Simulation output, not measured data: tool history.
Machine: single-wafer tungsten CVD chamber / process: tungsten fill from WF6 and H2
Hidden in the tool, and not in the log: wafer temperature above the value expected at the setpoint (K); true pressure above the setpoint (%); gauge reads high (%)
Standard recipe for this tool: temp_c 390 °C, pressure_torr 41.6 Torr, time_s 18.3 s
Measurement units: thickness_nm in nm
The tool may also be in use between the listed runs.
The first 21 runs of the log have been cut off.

run   hour  temp_c  pressure_torr  time_s  wafers since the last listed run  hours since the last thermocouple change  hours since the last manometer calibration  hours since the showerhead was replaced  hours since the gauge calibration  read-back reference wafer on the same gauge, thickness_nm  thickness_nm
 22  280.3     390           41.6    18.3                               264                                    2361.8                                       191.9                                    183.4                              110.0                                                     57.722        51.506
 23  292.8     390           41.6    16.2                               238                                    2374.3                                       204.4                                    195.9                              122.5                                                     57.701        45.675
 24  308.4     385           33.8    18.3                               297                                    2389.9                                       220.0                                    211.5                              138.1                                                     57.676        42.793
     319.5  -- thermocouple changed; heater temperature recalibrated
 25  320.0     402           38.5    21.3                                68                                       0.5                                       231.6                                    223.1                              149.7                                                     57.691        70.406
 26  326.2     398           48.7    19.5                               118                                       6.7                                       237.8                                    229.3                              155.9                                                     57.712        67.636
 27  343.3     384           48.4    20.4                               325                                      23.8                                       254.9                                    246.4                              173.0                                                     57.734        55.641
 28  357.5     394           41.6    21.2                               270                                      38.0                                       269.1                                    260.6                              187.2                                                     57.732        63.808
 29  365.7     384           48.4    20.4                               156                                      46.2                                       277.3                                    268.8                              195.4                                                     57.758        55.671
 30  380.2     404           41.6    18.3                               276                                      60.7                                       291.8                                    283.3                              209.9                                                     57.717        65.149
 31  388.7     386           49.2    21.6                               161                                      69.2                                       300.3                                    291.8                              218.4                                                     57.724        61.742
 32  419.1     390           41.6    14.8                               579                                      99.6                                       330.7                                    322.2                              248.8                                                     57.701        41.810
 33  433.7     382           41.6    18.3                               278                                     114.2                                       345.3                                    336.8                              263.4                                                     57.685        45.050

5 ways to go on from here, each from the tool as it stands after run 33. What would each give?
  A  434.1     390           41.6    19.8                                 7                                     114.6                                       345.7                                    337.2                              263.8                                                          ?             ?
  B  434.1     390           49.2    18.3                                 7                                     114.6                                       345.7                                    337.2                              263.8                                                          ?             ?
  C  434.1     376           41.6    17.4                                 7                                     114.6                                       345.7                                    337.2                              263.8                                                          ?             ?
  D  434.1     390           41.6    15.2                                 7                                     114.6                                       345.7                                    337.2                              263.8                                                          ?             ?
  E  434.1     381           51.3    16.8                                 7                                     114.6                                       345.7                                    337.2                              263.8                                                          ?             ?

run  read-back reference wafer on the same gauge, thickness_nm  thickness_nm
  A                                                     57.707        56.023
  B                                                     57.707        55.966
  C                                                     57.707        38.478
  D                                                     57.707        42.957
  E                                                     57.707        44.751
Stripped of hidden state, with their random variation kept, the same runs would have yielded:
run  thickness_nm
  A        55.008
  B        54.968
  C        37.781
  D        42.179
  E        43.973
